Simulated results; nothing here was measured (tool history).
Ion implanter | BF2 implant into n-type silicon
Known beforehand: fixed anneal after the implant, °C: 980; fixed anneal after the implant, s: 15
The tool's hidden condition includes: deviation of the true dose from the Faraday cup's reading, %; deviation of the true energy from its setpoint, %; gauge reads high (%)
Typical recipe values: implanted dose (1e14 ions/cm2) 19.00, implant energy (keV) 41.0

run   hour  implanted dose (1e14 ions/cm2)  implant energy (keV)  wafers since the last listed run  hours since the last dose calibration  hours since the extraction supply was calibrated  hours since the gauge calibration  read-back reference wafer on the same gauge, sheet resistance  sheet resistance of the implanted and annealed layer (ohm/square)
  1    0.0                           19.00                  34.5                                 0                                 1156.6                                            5799.8                              380.2                                                         134.66                                                             160.63
  2   68.8                           19.00                  34.5                              1061                                 1225.4                                            5868.6                              449.0                                                         134.89                                                             159.94
  3  114.6                           19.00                  41.0                               706                                 1271.2                                            5914.4                              494.8                                                         135.09                                                             144.58
  4  178.7                           19.00                  41.0                               988                                 1335.3                                            5978.5                              558.9                                                         135.16                                                             145.07
  5  271.6                           19.00                  41.0                              1433                                 1428.2                                            6071.4                              651.8                                                         135.46                                                             145.00
  6  372.1                           21.73                  46.0                              1550                                 1528.7                                            6171.9                              752.3                                                         135.80                                                             133.82
  7  448.8                           21.73                  46.0                              1183                                 1605.4                                            6248.6                              829.0                                                         136.12                                                             134.47

What will run 8 give?
  8  503.8                           19.00                  41.0                               848                                 1660.4                                            6303.6                              884.0                                                              ?                                                                  ?

For run 8 the tool returned read-back reference wafer on the same gauge, sheet resistance 136.39, sheet resistance of the implanted and annealed layer (ohm/square) 146.44.
If the tool had no hidden condition, the same run with the same run-to-run variation would have returned sheet resistance of the implanted and annealed layer (ohm/square) 143.88.
